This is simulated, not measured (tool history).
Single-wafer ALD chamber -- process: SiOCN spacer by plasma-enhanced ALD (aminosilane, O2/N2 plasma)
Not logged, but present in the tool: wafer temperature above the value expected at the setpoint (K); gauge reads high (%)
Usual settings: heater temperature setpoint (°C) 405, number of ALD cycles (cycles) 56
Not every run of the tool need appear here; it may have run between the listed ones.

run	hour	heater temperature setpoint (°C)	number of ALD cycles (cycles)	wafers since the last listed run	hours since the last thermocouple change	hours since the gauge calibration	read-back reference wafer on the same gauge, thickness_nm	mean film thickness on the monitor wafer (Å)
1	0	416	53	0	677.3	393.9	3.145	26.54
2	44.8	416	53	131	722.1	438.7	3.152	26.29
3	73.4	413	62	84	750.7	467.3	3.158	31.2
4	119.7	413	62	136	797	513.6	3.159	31.58
5	175.4	413	62	163	852.7	569.3	3.17	31.37
6	226.4	405	56	149	903.7	620.3	3.173	29.07
7	273.3	405	56	137	950.6	667.2	3.185	29.21
8	301.7	405	56	83	979	695.6	3.187	29
9	368.4	395	56	196	1045.7	762.3	3.201	29.84
10	423.7	395	56	162	1101	817.6	3.212	29.89
# hour 433.5: gauge calibrated
11	447.9	395	56	71	1125.2	14.4	3.112	28.7
12	478.7	405	56	90	1156	45.2	3.124	28.75
13	510.5	391	67	93	1187.8	77	3.122	35.08
14	576.6	410	49	194	1253.9	143.1	3.124	24.48
15	628.2	405	66	151	1305.5	194.7	3.12	33.51
16	655.3	405	56	79	1332.6	221.8	3.127	28.63
# hour 678.2: thermocouple changed; heater temperature recalibrated
17	693.8	405	56	89	15.6	260.3	3.135	29.07
18	735.2	405	56	121	57	301.7	3.139	29.02
19	805.5	398	52	206	127.3	372	3.132	27.14
20	835.9	395	66	89	157.7	402.4	3.149	34.42
21	882.9	405	60	138	204.7	449.4	3.144	31.03
22	927.4	405	47	130	249.2	493.9	3.154	24.25
23	983.1	415	66	163	304.9	549.6	3.158	33.48
24	1026.8	410	61	128	348.6	593.3	3.17	31.27
25	1091.1	392	48	189	412.9	657.6	3.188	25.35

Each row is a separate what-if for the run after 25, all from the same tool condition, not one after another. Results?
A	1091.6	405	50	1	413.4	658.1	?	?
B	1091.6	400	64	1	413.4	658.1	?	?
C	1091.6	419	56	1	413.4	658.1	?	?

run	read-back reference wafer on the same gauge, thickness_nm	mean film thickness on the monitor wafer (Å)
A	3.18	25.9
B	3.18	33.66
C	3.18	27.62
With no hidden state in the tool, these same runs would have given:
run	mean film thickness on the monitor wafer (Å)
A	25.43
B	33.05
C	27.12
